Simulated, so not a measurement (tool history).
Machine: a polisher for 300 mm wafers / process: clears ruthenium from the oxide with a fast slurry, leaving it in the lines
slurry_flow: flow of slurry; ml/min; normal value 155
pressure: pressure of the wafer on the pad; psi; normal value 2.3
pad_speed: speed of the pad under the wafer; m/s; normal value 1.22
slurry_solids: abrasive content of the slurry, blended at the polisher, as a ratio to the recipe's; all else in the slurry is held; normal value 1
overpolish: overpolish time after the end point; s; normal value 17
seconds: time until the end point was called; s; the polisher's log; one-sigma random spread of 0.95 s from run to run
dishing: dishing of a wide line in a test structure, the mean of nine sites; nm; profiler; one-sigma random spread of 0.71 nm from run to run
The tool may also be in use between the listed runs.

run    hour  slurry_flow  pressure  pad_speed  slurry_solids  overpolish  wafers since the last listed run  wafers polished on this pad  hours since the slurry nozzle was cleaned  hours since the head pressure was calibrated  hours since the slurry blender was calibrated  incoming thickness of the incoming film, nm  seconds  dishing
  1       0          155       2.3       1.22              1          17                                 0                          712                                      430.9                                         414.5                                          159.8                                        287.4     73.4     48.2
  2    89.4          155       2.3       1.22              1          17                               535                         1248                                      520.3                                         503.9                                          249.2                                        284.9     74.5       46
  3     160          155       2.3       1.22              1          17                               423                         1671                                      590.9                                         574.5                                          319.8                                          292     79.8     45.1
      207.9  -- slurry blender recalibrated
  4   208.4          155       2.3       1.22              1          17                               278                         1949                                      639.3                                         622.9                                            0.5                                          290     72.6     48.3
        273  -- worn pad replaced by a new one
  5   282.5          155       2.5       1.22              1          17                               420                           56                                      713.4                                           697                                           74.6                                        289.5     71.4     49.7
  6   361.2          155       2.5       1.22              1          17                               471                          528                                      792.1                                         775.7                                          153.3                                        293.8     71.6     47.9
      391.6  -- slurry nozzle cleaned
      391.6  -- head pressure recalibrated
  7   412.5          125       2.3       1.22              1          17                               301                          829                                       20.9                                          20.9                                          204.6                                        292.6     75.2       47
  8   483.7          125       2.3       1.22              1          17                               426                         1256                                       92.1                                          92.1                                          275.8                                        290.8     75.2     44.7
  9   539.5          125       2.3       1.22              1          17                               334                         1590                                      147.9                                         147.9                                          331.6                                        293.2     83.4     43.8
 10   614.4          155       2.3       1.22              1          23                               448                         2039                                      222.8                                         222.8                                          406.5                                        288.4     82.3     55.6
      652.8  -- slurry blender recalibrated
 11   669.3          155       2.3       1.22           0.85          17                               316                         2356                                      277.7                                         277.7                                           16.5                                        289.9       78     45.3
      681.6  -- worn pad replaced by a new one
 12   743.5          155       2.3       1.22           0.85          17                               420                          371                                      351.9                                         351.9                                           90.7                                        288.1     78.3     44.6
 13     782          155       2.3       1.22           0.85          17                               230                          601                                      390.4                                         390.4                                          129.2                                        291.9       81     44.5
 14   866.2          155       2.3       1.22              1           9                               504                         1106                                      474.6                                         474.6                                          213.4                                          291     76.1     26.8
 15   903.9          155       2.3       1.22              1          17                               225                         1332                                      512.3                                         512.3                                          251.1                                        288.3     75.8     45.8
 16   964.9          155       2.3       1.56           1.15          17                               365                         1697                                      573.3                                         573.3                                          312.1                                        285.5     58.1     58.7
       1036  -- worn pad replaced by a new one
     1055.4  -- slurry blender recalibrated
 17  1068.4          185       1.7       1.46              1           7                               584                          182                                      676.8                                         676.8                                             13                                        290.6     71.1     22.4
 18  1131.8          155       2.3       1.56           1.15          17                               379                          562                                      740.2                                         740.2                                           76.4                                        285.6     53.4     61.6
     1230.1  -- head pressure recalibrated
 19  1236.4          155       2.3       1.22              1          17                               614                         1176                                      844.8                                           6.3                                            181                                        293.2     71.5     49.8
     1276.6  -- slurry nozzle cleaned
 20  1278.4          155       2.3       1.22              1          17                               245                         1422                                        1.8                                          48.3                                            223                                        293.7       74     49.3
 21  1346.5          135       2.3       1.22            0.7          17                               408                         1830                                       69.9                                         116.4                                          291.1                                        288.7     93.5     38.5
     1413.3  -- worn pad replaced by a new one
     1437.3  -- slurry blender recalibrated
 22  1654.7          155       2.3       0.98           1.25          17                              1810                         1434                                      378.1                                         424.6                                          217.4                                        292.1     83.1     43.3

Expected results for the next run?
 23  1757.1          155       2.3       1.38              1          17                               613                         2048                                      480.5                                           527                                          319.8                                        288.9        ?        ?

Logged for run 23: seconds 70.6 s, dishing 49.2 nm.
Without the tool's hidden state the same run would have given seconds 60 s, dishing 56 nm.

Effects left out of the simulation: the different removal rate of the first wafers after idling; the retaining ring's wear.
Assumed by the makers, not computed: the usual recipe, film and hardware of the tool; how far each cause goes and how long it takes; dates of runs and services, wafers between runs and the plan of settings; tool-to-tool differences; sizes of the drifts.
